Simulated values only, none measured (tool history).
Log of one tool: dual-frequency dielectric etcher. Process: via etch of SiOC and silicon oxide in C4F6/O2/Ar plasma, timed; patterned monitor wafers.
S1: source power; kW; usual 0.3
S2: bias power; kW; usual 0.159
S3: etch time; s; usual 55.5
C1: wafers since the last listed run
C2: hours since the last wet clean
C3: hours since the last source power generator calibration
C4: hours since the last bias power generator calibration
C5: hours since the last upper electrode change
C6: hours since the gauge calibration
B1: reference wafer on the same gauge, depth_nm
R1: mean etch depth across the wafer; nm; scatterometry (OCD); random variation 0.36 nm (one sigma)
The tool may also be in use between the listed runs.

run     day    S1     S2    S3    C1     C2      C3      C4      C5      C6    B1    R1
  1       0   0.3  0.159  55.5     0  108.1   381.6  2249.6  2109.5   145.9  54.5  54.1
  2   1.833   0.3  0.159  55.5   408  152.1   425.6  2293.6  2153.5   189.9  54.5  54.5
  3   4.296   0.3  0.159  55.5   548  211.2   484.7  2352.7  2212.6     249  54.4  54.3
  4   6.638   0.3  0.159  55.5   521  267.4   540.9  2408.9  2268.8   305.2  54.3  53.8
  5  10.088   0.3  0.159  55.5   768  350.2   623.7  2491.7  2351.6     388  54.4  54.5
  6  16.796  0.23  0.137  55.5  1494  511.2   784.7  2652.7  2512.6     549  54.4  41.5
  7  18.842   0.3  0.159  55.5   455  560.3   833.8  2701.8  2561.7   598.1  54.3  53.4
     24.571  -- wet clean of the chamber
     26.983  -- bias power generator calibrated
  8    27.2  0.27  0.188  55.5  1602   63.1  1034.4     5.2  2762.3   798.7  54.4  55.1
  9  29.483  0.28  0.159  47.5   508  117.9  1089.2      60  2817.1   853.5  54.5  44.7
 10  33.488  0.26  0.187    48   892    214  1185.3   156.1  2913.2   949.6  54.3  46.5
 11  37.375  0.35  0.159  55.5   866  307.3  1278.6   249.4  3006.5  1042.9  54.5  60.3
 12  40.192  0.36  0.159  55.5   627  374.9  1346.2     317  3074.1  1110.5  54.3  60.1
 13  43.925  0.27  0.189  40.5   831  464.5  1435.8   406.6  3163.7  1200.1  54.4  40.3
     46.042  -- upper electrode replaced
 14  47.675  0.23  0.198    45   612  554.5  1525.8   496.6    39.2  1290.1  54.5  40.9
     51.733  -- wet clean of the chamber
 15  51.904  0.36  0.139  47.5   719    4.1  1627.3   598.1   140.7  1391.6  54.2  47.7
 16  55.908   0.3  0.159  55.5   892  100.2  1723.4   694.2   236.8  1487.7  54.3  54.3
 17  60.071  0.28   0.12    44   927  200.1  1823.3   794.1   336.7  1587.6  54.3  34.9
 18  61.862   0.3  0.159  55.5   399  243.1  1866.3   837.1   379.7  1630.6  54.5  53.5
 19  66.025  0.24  0.159    49   927    343  1966.2     937   479.6  1730.5  54.4  40.4
 20  70.254   0.3  0.159  55.5   942  444.5  2067.7  1038.5   581.1    1832  54.4  52.9
 21    72.4  0.35  0.159  63.5   478    496  2119.2    1090   632.6  1883.5  54.3  66.4
 22  76.462   0.3  0.178  60.5   905  593.5  2216.7  1187.5   730.1    1981  54.3  60.7
     80.125  -- source power generator calibrated
 23  80.625   0.3  0.159  55.5   890  693.4      12  1287.4     830  2080.9  54.4  55.1
     85.096  -- wet clean of the chamber
 24  85.117   0.3  0.159  55.5   777    0.5   119.8  1395.2   937.8  2188.7  54.3  55.5
 25  86.642  0.24  0.179    65   339   37.1   156.4  1431.8   974.4  2225.3  54.3    59
 26  88.475  0.35  0.175  44.5   408   81.1   200.4  1475.8  1018.4  2269.3  54.5  50.8
 27  92.121   0.3  0.159  55.5   812  168.6   287.9  1563.3  1105.9  2356.8  54.2  54.6
 28  94.479   0.3  0.159  55.5   525  225.2   344.5  1619.9  1162.5  2413.4  54.4  54.6

5 ways to go on from here, each from the tool as it stands after run 28. What would each give?
  A  94.496   0.3  0.159  55.5   3  225.6  344.9  1620.3  1162.9  2413.8   ?   ?
  B  94.496   0.3  0.159  50.5   3  225.6  344.9  1620.3  1162.9  2413.8   ?   ?
  C  94.496  0.27  0.159  55.5   3  225.6  344.9  1620.3  1162.9  2413.8   ?   ?
  D  94.496  0.36  0.188  48.5   3  225.6  344.9  1620.3  1162.9  2413.8   ?   ?
  E  94.496   0.3  0.159    44   3  225.6  344.9  1620.3  1162.9  2413.8   ?   ?

run    B1    R1
  A  54.4  54.8
  B  54.4  49.9
  C  54.4  51.2
  D  54.4  57.9
  E  54.4  43.4
Without the tool's hidden state the same runs would have given:
run    R1
  A  55.6
  B  50.6
  C    52
  D  58.8
  E  44.1

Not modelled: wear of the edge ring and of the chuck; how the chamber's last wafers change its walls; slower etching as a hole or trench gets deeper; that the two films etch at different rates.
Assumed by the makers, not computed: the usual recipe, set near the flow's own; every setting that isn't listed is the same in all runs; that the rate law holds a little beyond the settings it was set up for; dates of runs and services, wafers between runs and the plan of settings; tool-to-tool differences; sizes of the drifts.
